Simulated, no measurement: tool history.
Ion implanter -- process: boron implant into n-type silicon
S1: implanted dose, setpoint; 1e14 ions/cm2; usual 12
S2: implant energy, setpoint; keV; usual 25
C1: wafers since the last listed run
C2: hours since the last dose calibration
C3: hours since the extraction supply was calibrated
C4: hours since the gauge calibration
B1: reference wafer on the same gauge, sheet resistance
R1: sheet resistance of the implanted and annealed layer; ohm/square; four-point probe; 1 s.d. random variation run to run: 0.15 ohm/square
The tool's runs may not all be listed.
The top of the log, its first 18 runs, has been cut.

run	hour	S1	S2	C1	C2	C3	C4	B1	R1
19	931	14.04	32	1305	337.4	222.1	760.4	114.95	89.89
20	987.3	14.16	25	1174	393.7	278.4	816.7	114.94	91.95
21	1036.2	13.71	22	1020	442.6	327.3	865.6	115.03	95.86
22	1079.1	12	25	895	485.5	370.2	908.5	114.97	104.48
23	1145.9	15.51	23	1393	552.3	437	975.3	114.94	87.51
# hour 1189.1: gauge calibrated
24	1216.5	10.96	18	1472	622.9	507.6	27.4	114.95	116.34
# hour 1260.7: Faraday cup replaced and dose calibrated
25	1354.3	12	31.5	2707	93.6	645.4	165.2	114.94	101.52
26	1390	8.65	28	744	129.3	681.1	200.9	114.98	134.59
27	1429.2	9.55	17	817	168.5	720.3	240.1	115.01	129.33
28	1493.3	12	25	1337	232.6	784.4	304.2	114.94	103.96
29	1554.4	10.14	18.5	1274	293.7	845.5	365.3	114.99	122.69
30	1586.2	8.68	30	663	325.5	877.3	397.1	115.05	134.07
31	1612.1	14.58	17.5	540	351.4	903.2	423	115	95.56
32	1640.9	12	25	600	380.2	932	451.8	115.08	104.33
33	1701.5	12	25	1264	440.8	992.6	512.4	114.99	104.52
34	1744.1	15.49	25	888	483.4	1035.2	555	114.97	86.5
35	1810.6	14.08	25	1387	549.9	1101.7	621.5	114.92	92.72
36	1849.5	14.43	27.5	811	588.8	1140.6	660.4	115.01	90.24

What if the next run were any one of these 5? Each begins from the tool's condition after run 36:
A	1849.9	12	32.5	8	589.2	1141	660.8	?	?
B	1849.9	8.55	19	8	589.2	1141	660.8	?	?
C	1849.9	10.14	16.5	8	589.2	1141	660.8	?	?
D	1849.9	9.36	25	8	589.2	1141	660.8	?	?
E	1849.9	15.3	19	8	589.2	1141	660.8	?	?

run	B1	R1
A	115.01	103.01
B	115.01	141.87
C	115.01	125.23
D	115.01	128.47
E	115.01	91.59
What these runs would have given with no unlogged condition in the tool:
run	R1
A	101.36
B	139.5
C	123.29
D	126.34
E	90.46
